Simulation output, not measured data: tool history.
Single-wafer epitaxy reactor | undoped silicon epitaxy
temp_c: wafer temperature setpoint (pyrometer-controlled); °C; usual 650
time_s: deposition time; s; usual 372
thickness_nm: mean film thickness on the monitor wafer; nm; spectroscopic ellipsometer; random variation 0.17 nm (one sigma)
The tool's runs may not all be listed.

| run | hour | temp_c | time_s | wafers since the last listed run | hours since the last pyrometer calibration | hours since the gauge calibration | read-back reference wafer on the same gauge, thickness_nm | thickness_nm |
|---|---|---|---|---|---|---|---|---|
| 1 | 0.0 | 650 | 372 | 0 | 2424.3 | 133.2 | 59.421 | 78.121 |
| 2 | 9.0 | 650 | 372 | 53 | 2433.3 | 142.2 | 59.392 | 77.641 |
| 3 | 20.4 | 650 | 372 | 68 | 2444.7 | 153.6 | 59.409 | 77.428 |
| 4 | 37.8 | 650 | 344 | 103 | 2462.1 | 171.0 | 59.437 | 71.613 |
| 5 | 46.6 | 650 | 344 | 52 | 2470.9 | 179.8 | 59.419 | 72.118 |
| 6 | 58.3 | 650 | 344 | 69 | 2482.6 | 191.5 | 59.389 | 72.162 |
| 7 | 65.2 | 645 | 322 | 41 | 2489.5 | 198.4 | 59.401 | 59.312 |
| 8 | 81.8 | 645 | 322 | 99 | 2506.1 | 215.0 | 59.412 | 59.336 |
| 9 | 91.4 | 650 | 372 | 57 | 2515.7 | 224.6 | 59.393 | 77.755 |
| 10 | 105.1 | 650 | 372 | 81 | 2529.4 | 238.3 | 59.425 | 77.727 |
| 11 | 119.5 | 643 | 399 | 85 | 2543.8 | 252.7 | 59.416 | 70.116 |
| 12 | 125.9 | 650 | 372 | 38 | 2550.2 | 259.1 | 59.393 | 77.860 |
|  | 130.3 | gauge calibrated |
| 13 | 134.0 | 641 | 409 | 48 | 2558.3 | 3.7 | 59.415 | 68.371 |
|  | 157.2 | pyrometer calibrated |
| 14 | 157.7 | 650 | 313 | 93 | 0.5 | 27.4 | 59.408 | 56.105 |
| 15 | 161.1 | 643 | 433 | 20 | 3.9 | 30.8 | 59.388 | 65.054 |
| 16 | 168.2 | 650 | 308 | 42 | 11.0 | 37.9 | 59.393 | 55.334 |
| 17 | 174.7 | 650 | 308 | 38 | 17.5 | 44.4 | 59.381 | 55.491 |

Forecast run 18:
| 18 | 187.6 | 644 | 341 | 76 | 30.4 | 57.3 | ? | ? |

read-back reference wafer on the same gauge, thickness_nm: 59.372
thickness_nm: 52.766 nm
Without the tool's hidden state the same run would have given thickness_nm 53.177 nm.

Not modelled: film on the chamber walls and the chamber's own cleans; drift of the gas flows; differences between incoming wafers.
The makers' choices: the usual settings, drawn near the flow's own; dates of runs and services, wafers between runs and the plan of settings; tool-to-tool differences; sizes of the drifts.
